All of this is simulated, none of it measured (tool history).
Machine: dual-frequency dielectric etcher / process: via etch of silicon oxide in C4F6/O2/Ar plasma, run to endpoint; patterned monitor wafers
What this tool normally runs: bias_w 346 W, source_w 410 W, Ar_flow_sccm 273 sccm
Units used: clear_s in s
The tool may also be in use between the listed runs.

run    hour  bias_w  source_w  Ar_flow_sccm  incoming incoming film thickness, nm  clear_s
  1       0     287       350           273                                  83.3       25
  2    65.2     346       410           273                                  84.2     21.1
  3    91.8     346       410           273                                  83.4     20.9
  4     150     284       470           273                                  83.8     22.2
  5   219.9     284       470           273                                  83.2     22.2
      290.5  -- upper electrode replaced
  6     291     346       410           230                                  82.3     20.4
  7   321.8     346       410           230                                    83     20.6
        356  -- Ar flow controller replaced
  8   368.8     346       410           230                                  84.3       21
  9   423.3     346       320           329                                  83.8     24.3
 10   492.8     346       410           273                                  82.5     20.9
 11     547     319       410           273                                    84     22.6
      593.2  -- wet clean of the chamber
 12   601.6     346       410           273                                  82.9     20.6
 13   669.2     346       480           251                                  82.7     19.1
 14   733.3     413       500           252                                  83.3     17.1
 15   781.8     346       410           230                                  84.3     20.6
      795.9  -- bias power generator calibrated
 16   849.6     346       460           241                                  82.9     19.6
      861.7  -- source power generator calibrated
 17   910.3     372       410           273                                    83     20.2
 18   973.6     346       410           273                                  83.3     20.9
 19    1010     373       340           273                                  83.3     21.9
 20  1041.5     346       350           273                                  82.9     22.6
 21  1066.2     346       410           211                                  83.1     20.4
 22  1100.3     346       410           273                                  83.8     21.1
     1173.8  -- wet clean of the chamber
 23  1174.3     346       410           273                                  83.5     20.8
 24  1194.5     420       460           206                                  83.3     17.3
 25  1248.9     346       410           273                                  84.4       21
 26  1274.6     346       440           330                                  82.6     20.4
 27  1337.7     346       410           273                                  83.2     20.7
 28  1382.7     320       340           252                                  83.5     23.7
 29  1447.8     346       410           228                                  83.6     20.8

4 ways to go on from here, each from the tool as it stands after run 29. What would each give?
  A  1448.2     382       410           273                                  82.8        ?
  B  1448.2     401       470           273                                  82.8        ?
  C  1448.2     377       440           248                                  82.8        ?
  D  1448.2     374       470           338                                  82.8        ?

run  clear_s
  A     19.7
  B       18
  C       19
  D     19.2
Take away the tool's hidden state, keep each run's random variation, and the runs would have read:
run  clear_s
  A     19.4
  B     17.8
  C     18.8
  D     18.9
